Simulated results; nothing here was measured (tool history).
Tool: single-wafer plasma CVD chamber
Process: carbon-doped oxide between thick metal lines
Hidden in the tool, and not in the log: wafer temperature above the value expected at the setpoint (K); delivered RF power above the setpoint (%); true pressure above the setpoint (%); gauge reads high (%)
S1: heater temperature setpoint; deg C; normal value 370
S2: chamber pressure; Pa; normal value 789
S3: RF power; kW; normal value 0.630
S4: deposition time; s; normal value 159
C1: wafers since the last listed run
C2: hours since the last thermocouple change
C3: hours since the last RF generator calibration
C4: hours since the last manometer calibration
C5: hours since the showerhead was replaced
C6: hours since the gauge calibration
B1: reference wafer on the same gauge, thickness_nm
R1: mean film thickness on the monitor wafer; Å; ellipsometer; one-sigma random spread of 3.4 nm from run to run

| run | hour | S1 | S2 | S3 | S4 | C1 | C2 | C3 | C4 | C5 | C6 | B1 | R1 |
|---|---|---|---|---|---|---|---|---|---|---|---|---|---|
| 1 | 0.0 | 370 | 789 | 0.655 | 159 | 0 | 2772.6 | 1021.5 | 1087.2 | 5068.4 | 399.8 | 943.928 | 8741.51 |
| 2 | 14.2 | 370 | 789 | 0.655 | 159 | 171 | 2786.8 | 1035.7 | 1101.4 | 5082.6 | 414.0 | 944.318 | 8785.03 |
| 3 | 29.7 | 370 | 789 | 0.630 | 159 | 187 | 2802.3 | 1051.2 | 1116.9 | 5098.1 | 429.5 | 944.545 | 8553.77 |
| 4 | 41.8 | 370 | 789 | 0.630 | 159 | 146 | 2814.4 | 1063.3 | 1129.0 | 5110.2 | 441.6 | 944.469 | 8567.88 |
| 5 | 54.8 | 370 | 789 | 0.630 | 159 | 157 | 2827.4 | 1076.3 | 1142.0 | 5123.2 | 454.6 | 944.145 | 8581.35 |
|  | 69.1 | gauge calibrated |
|  | 69.4 | showerhead replaced |
| 6 | 72.6 | 370 | 867 | 0.630 | 159 | 118 | 2845.2 | 1094.1 | 1159.8 | 3.2 | 3.5 | 944.695 | 8682.30 |
| 7 | 80.5 | 370 | 867 | 0.630 | 159 | 95 | 2853.1 | 1102.0 | 1167.7 | 11.1 | 11.4 | 943.932 | 8655.15 |
| 8 | 95.1 | 370 | 789 | 0.630 | 159 | 176 | 2867.7 | 1116.6 | 1182.3 | 25.7 | 26.0 | 943.905 | 8544.60 |
| 9 | 104.3 | 370 | 789 | 0.630 | 172 | 111 | 2876.9 | 1125.8 | 1191.5 | 34.9 | 35.2 | 944.171 | 9188.16 |
| 10 | 119.4 | 370 | 789 | 0.630 | 172 | 182 | 2892.0 | 1140.9 | 1206.6 | 50.0 | 50.3 | 943.318 | 9218.14 |
|  | 137.2 | thermocouple changed; heater temperature recalibrated |
| 11 | 137.7 | 374 | 959 | 0.565 | 145 | 124 | 0.5 | 1159.2 | 1224.9 | 68.3 | 68.6 | 943.935 | 7329.99 |
| 12 | 144.5 | 370 | 627 | 0.695 | 180 | 82 | 7.3 | 1166.0 | 1231.7 | 75.1 | 75.4 | 944.354 | 9870.67 |
| 13 | 158.5 | 359 | 676 | 0.515 | 182 | 169 | 21.3 | 1180.0 | 1245.7 | 89.1 | 89.4 | 943.504 | 8494.57 |
| 14 | 165.3 | 370 | 789 | 0.630 | 159 | 82 | 28.1 | 1186.8 | 1252.5 | 95.9 | 96.2 | 943.450 | 8472.02 |
| 15 | 177.1 | 370 | 789 | 0.630 | 159 | 142 | 39.9 | 1198.6 | 1264.3 | 107.7 | 108.0 | 942.979 | 8555.91 |
|  | 193.2 | RF generator calibrated |
| 16 | 194.8 | 370 | 789 | 0.630 | 159 | 117 | 57.6 | 1.6 | 1282.0 | 125.4 | 125.7 | 943.622 | 8901.68 |
| 17 | 200.9 | 370 | 789 | 0.630 | 159 | 73 | 63.7 | 7.7 | 1288.1 | 131.5 | 131.8 | 942.976 | 8868.96 |
|  | 256.0 | capacitance manometer re-zeroed and calibrated |
| 18 | 256.5 | 370 | 851 | 0.630 | 175 | 575 | 119.3 | 63.3 | 0.5 | 187.1 | 187.4 | 944.673 | 9761.42 |
| 19 | 268.1 | 370 | 789 | 0.535 | 159 | 140 | 130.9 | 74.9 | 12.1 | 198.7 | 199.0 | 942.848 | 8006.50 |
| 20 | 281.1 | 370 | 941 | 0.630 | 159 | 157 | 143.9 | 87.9 | 25.1 | 211.7 | 212.0 | 943.147 | 9082.83 |
| 21 | 291.3 | 383 | 731 | 0.630 | 177 | 123 | 154.1 | 98.1 | 35.3 | 221.9 | 222.2 | 942.751 | 9457.85 |
| 22 | 302.2 | 370 | 889 | 0.520 | 159 | 131 | 165.0 | 109.0 | 46.2 | 232.8 | 233.1 | 944.024 | 7913.39 |
| 23 | 310.3 | 370 | 789 | 0.630 | 186 | 97 | 173.1 | 117.1 | 54.3 | 240.9 | 241.2 | 943.507 | 10313.06 |
| 24 | 321.1 | 383 | 789 | 0.585 | 159 | 130 | 183.9 | 127.9 | 65.1 | 251.7 | 252.0 | 944.059 | 8229.47 |
| 25 | 338.9 | 356 | 965 | 0.595 | 189 | 215 | 201.7 | 145.7 | 82.9 | 269.5 | 269.8 | 943.355 | 10553.55 |
| 26 | 381.7 | 370 | 789 | 0.630 | 159 | 517 | 244.5 | 188.5 | 125.7 | 312.3 | 312.6 | 944.044 | 8718.65 |
| 27 | 399.1 | 383 | 869 | 0.705 | 159 | 210 | 261.9 | 205.9 | 143.1 | 329.7 | 330.0 | 944.387 | 9249.33 |
| 28 | 412.5 | 370 | 727 | 0.510 | 159 | 162 | 275.3 | 219.3 | 156.5 | 343.1 | 343.4 | 943.770 | 7572.42 |
| 29 | 428.3 | 370 | 789 | 0.630 | 159 | 191 | 291.1 | 235.1 | 172.3 | 358.9 | 359.2 | 944.191 | 8794.39 |

Below are 3 alternative next runs, each starting from the tool's condition after run 29. Predict each:
| A | 428.7 | 370 | 789 | 0.630 | 159 | 4 | 291.5 | 235.5 | 172.7 | 359.3 | 359.6 | ? | ? |
| B | 428.7 | 370 | 789 | 0.710 | 134 | 4 | 291.5 | 235.5 | 172.7 | 359.3 | 359.6 | ? | ? |
| C | 428.7 | 370 | 893 | 0.630 | 182 | 4 | 291.5 | 235.5 | 172.7 | 359.3 | 359.6 | ? | ? |

| run | B1 | R1 |
|---|---|---|
| A | 943.984 | 8831.87 |
| B | 943.984 | 8022.36 |
| C | 943.984 | 10253.26 |
Take away the tool's hidden state, keep each run's random variation, and the runs would have read:
| run | R1 |
|---|---|
| A | 8960.88 |
| B | 8136.19 |
| C | 10403.03 |

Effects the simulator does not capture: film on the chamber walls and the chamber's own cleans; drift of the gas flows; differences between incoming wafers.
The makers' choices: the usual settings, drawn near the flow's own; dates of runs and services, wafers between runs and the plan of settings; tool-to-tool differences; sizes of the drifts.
